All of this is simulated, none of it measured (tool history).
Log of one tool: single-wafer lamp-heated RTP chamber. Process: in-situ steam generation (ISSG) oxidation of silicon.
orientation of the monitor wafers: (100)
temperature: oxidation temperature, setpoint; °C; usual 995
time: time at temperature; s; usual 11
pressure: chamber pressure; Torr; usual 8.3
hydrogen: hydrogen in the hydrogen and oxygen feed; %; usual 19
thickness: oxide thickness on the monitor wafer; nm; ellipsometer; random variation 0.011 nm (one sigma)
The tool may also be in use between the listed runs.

run,hour,temperature,time,pressure,hydrogen,"read-back reference wafer on the same gauge, thickness",thickness
1,0,1003,11,8.3,19,4.361,3.748
2,51.1,1003,11,8.3,19,4.365,3.755
3,101.6,995,11,8.3,26,4.364,3.972
4,145.9,995,11,8.3,26,4.369,3.965
5,185.4,995,12,8.3,19,4.373,3.818
6,227.9,995,9,9.1,19,4.378,3.357
7,269.2,995,11,8.7,19,4.375,3.671
8,299.6,995,11,8.3,26,4.374,4.001
9,368.7,995,11,8.3,19,4.384,3.671
10,426.3,1012,9,7.5,22,4.384,3.711
11,461.2,995,11,6.9,11,4.389,3.184
# hour 508.7: pressure gauge zeroed
12,509.2,995,15,8.3,19,4.388,4.203
# hour 516.2: gauge calibrated
# hour 528.5: pyrometer window cleaned and pyrometer calibrated
13,548,995,11,8.3,25,4.306,3.877
14,583.1,1004,11,8.3,23,4.306,3.884
15,609.4,995,11,8.3,19,4.311,3.599
16,655.5,995,11,9.2,22,4.31,3.72
17,705.8,977,7,6.9,11,4.313,2.466
18,765.6,987,10,9,19,4.312,3.378
19,808.9,995,11,8.3,19,4.313,3.603
20,843.6,995,11,8.3,19,4.317,3.623
# hour 898.4: hydrogen flow controller replaced
21,910.6,995,11,8.3,19,4.325,3.605
22,955.1,986,8,9.2,15,4.318,2.901
23,991.6,995,11,8.3,19,4.326,3.619
24,1053.5,1006,11,8.3,19,4.327,3.767
# hour 1080.8: pyrometer window cleaned and pyrometer calibrated
25,1106.4,978,13,8.8,19,4.329,3.671
26,1160.3,995,13,8.3,19,4.329,3.882
27,1218.4,989,11,9,26,4.333,3.83
28,1256.1,995,11,8.3,19,4.337,3.628
29,1309.7,1008,8,6.9,15,4.342,3.095
30,1357.5,995,11,8.3,19,4.332,3.634
31,1412,995,11,8.3,19,4.341,3.623

The tool's hidden state at each run:
true wafer temperature minus pyrometer reading, K: 0 in every run
true pressure minus gauge reading, Torr: 0 in every run
deviation of the hydrogen flow from its setpoint, %: 0 in every run
H1: gauge reads high (%)
run,H1
1,1.5
2,1.55
3,1.6
4,1.64
5,1.69
6,1.73
7,1.77
8,1.8
9,1.87
10,1.93
11,1.97
12,2.02
13,0.0923
14,0.128
15,0.155
16,0.202
17,0.253
18,0.314
19,0.358
20,0.394
21,0.462
22,0.508
23,0.545
24,0.608
25,0.662
26,0.717
27,0.776
28,0.815
29,0.869
30,0.918
31,0.974
